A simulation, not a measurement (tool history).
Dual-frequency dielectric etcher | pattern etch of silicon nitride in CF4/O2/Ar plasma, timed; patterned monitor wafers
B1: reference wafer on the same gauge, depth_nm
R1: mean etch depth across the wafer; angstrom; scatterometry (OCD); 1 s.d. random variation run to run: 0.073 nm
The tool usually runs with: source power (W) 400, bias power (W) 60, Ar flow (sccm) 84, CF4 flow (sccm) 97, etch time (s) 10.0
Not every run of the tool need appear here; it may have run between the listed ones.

run 1 hour=0.0 | source_power_(W)=400 bias_power_(W)=60 Ar_flow_(sccm)=84 CF4_flow_(sccm)=97 etch_time_(s)=10.0 | B1=19.03 | R1=168.5
-- hour=27.7 upper electrode replaced
run 2 hour=28.2 | source_power_(W)=400 bias_power_(W)=60 Ar_flow_(sccm)=84 CF4_flow_(sccm)=97 etch_time_(s)=10.0 | B1=19.02 | R1=170.7
run 3 hour=28.5 | source_power_(W)=400 bias_power_(W)=60 Ar_flow_(sccm)=84 CF4_flow_(sccm)=80 etch_time_(s)=7.5 | B1=19.03 | R1=124.1
run 4 hour=30.1 | source_power_(W)=400 bias_power_(W)=60 Ar_flow_(sccm)=93 CF4_flow_(sccm)=97 etch_time_(s)=10.0 | B1=18.97 | R1=168.8
run 5 hour=38.0 | source_power_(W)=310 bias_power_(W)=60 Ar_flow_(sccm)=84 CF4_flow_(sccm)=97 etch_time_(s)=12.5 | B1=18.99 | R1=168.4
run 6 hour=50.8 | source_power_(W)=400 bias_power_(W)=60 Ar_flow_(sccm)=84 CF4_flow_(sccm)=97 etch_time_(s)=10.0 | B1=18.98 | R1=170.0
run 7 hour=64.6 | source_power_(W)=460 bias_power_(W)=51 Ar_flow_(sccm)=103 CF4_flow_(sccm)=116 etch_time_(s)=10.0 | B1=19.02 | R1=173.6
-- hour=72.6 source power generator calibrated
run 8 hour=76.0 | source_power_(W)=400 bias_power_(W)=51 Ar_flow_(sccm)=96 CF4_flow_(sccm)=97 etch_time_(s)=10.0 | B1=19.00 | R1=151.2
run 9 hour=92.5 | source_power_(W)=400 bias_power_(W)=66 Ar_flow_(sccm)=84 CF4_flow_(sccm)=107 etch_time_(s)=10.0 | B1=19.00 | R1=184.4
run 10 hour=104.4 | source_power_(W)=370 bias_power_(W)=60 Ar_flow_(sccm)=74 CF4_flow_(sccm)=106 etch_time_(s)=11.0 | B1=19.00 | R1=179.3
-- hour=117.7 CF4 flow controller replaced
run 11 hour=118.3 | source_power_(W)=400 bias_power_(W)=60 Ar_flow_(sccm)=84 CF4_flow_(sccm)=97 etch_time_(s)=12.0 | B1=19.02 | R1=205.4
run 12 hour=131.3 | source_power_(W)=400 bias_power_(W)=60 Ar_flow_(sccm)=67 CF4_flow_(sccm)=97 etch_time_(s)=10.0 | B1=18.99 | R1=178.0
run 13 hour=146.4 | source_power_(W)=400 bias_power_(W)=60 Ar_flow_(sccm)=84 CF4_flow_(sccm)=97 etch_time_(s)=10.0 | B1=18.99 | R1=172.4
run 14 hour=161.7 | source_power_(W)=340 bias_power_(W)=72 Ar_flow_(sccm)=99 CF4_flow_(sccm)=104 etch_time_(s)=10.0 | B1=18.98 | R1=162.5
run 15 hour=173.5 | source_power_(W)=400 bias_power_(W)=60 Ar_flow_(sccm)=84 CF4_flow_(sccm)=97 etch_time_(s)=10.0 | B1=18.99 | R1=172.8
run 16 hour=187.2 | source_power_(W)=400 bias_power_(W)=60 Ar_flow_(sccm)=78 CF4_flow_(sccm)=110 etch_time_(s)=10.0 | B1=19.00 | R1=176.6
run 17 hour=201.1 | source_power_(W)=400 bias_power_(W)=60 Ar_flow_(sccm)=84 CF4_flow_(sccm)=97 etch_time_(s)=7.5 | B1=18.96 | R1=128.9
run 18 hour=211.7 | source_power_(W)=400 bias_power_(W)=54 Ar_flow_(sccm)=74 CF4_flow_(sccm)=97 etch_time_(s)=10.0 | B1=19.02 | R1=164.8
run 19 hour=218.5 | source_power_(W)=460 bias_power_(W)=51 Ar_flow_(sccm)=103 CF4_flow_(sccm)=116 etch_time_(s)=10.0 | B1=18.98 | R1=175.9
run 20 hour=235.8 | source_power_(W)=400 bias_power_(W)=60 Ar_flow_(sccm)=84 CF4_flow_(sccm)=97 etch_time_(s)=10.0 | B1=18.99 | R1=172.0

Give the tool's hidden conditions for every run:
source power that arrives over what is set, %: 0 at every run
bias power that arrives over what is set, %: 0 at every run
Ar flow that arrives over what is set, %: 0 at every run
CF4 flow that arrives over what is set, %: 0 at every run
gauge reads high (%): 0 at every run
H1: etch rate over this chamber's usual, %
run=1 H1=-0.187
run=2 H1=-0.0136
run=3 H1=-0.0118
run=4 H1=-0.00191
run=5 H1=0.0468
run=6 H1=0.126
run=7 H1=0.211
run=8 H1=0.281
run=9 H1=0.383
run=10 H1=0.456
run=11 H1=0.542
run=12 H1=0.622
run=13 H1=0.715
run=14 H1=0.809
run=15 H1=0.882
run=16 H1=0.966
run=17 H1=1.05
run=18 H1=1.12
run=19 H1=1.16
run=20 H1=1.27

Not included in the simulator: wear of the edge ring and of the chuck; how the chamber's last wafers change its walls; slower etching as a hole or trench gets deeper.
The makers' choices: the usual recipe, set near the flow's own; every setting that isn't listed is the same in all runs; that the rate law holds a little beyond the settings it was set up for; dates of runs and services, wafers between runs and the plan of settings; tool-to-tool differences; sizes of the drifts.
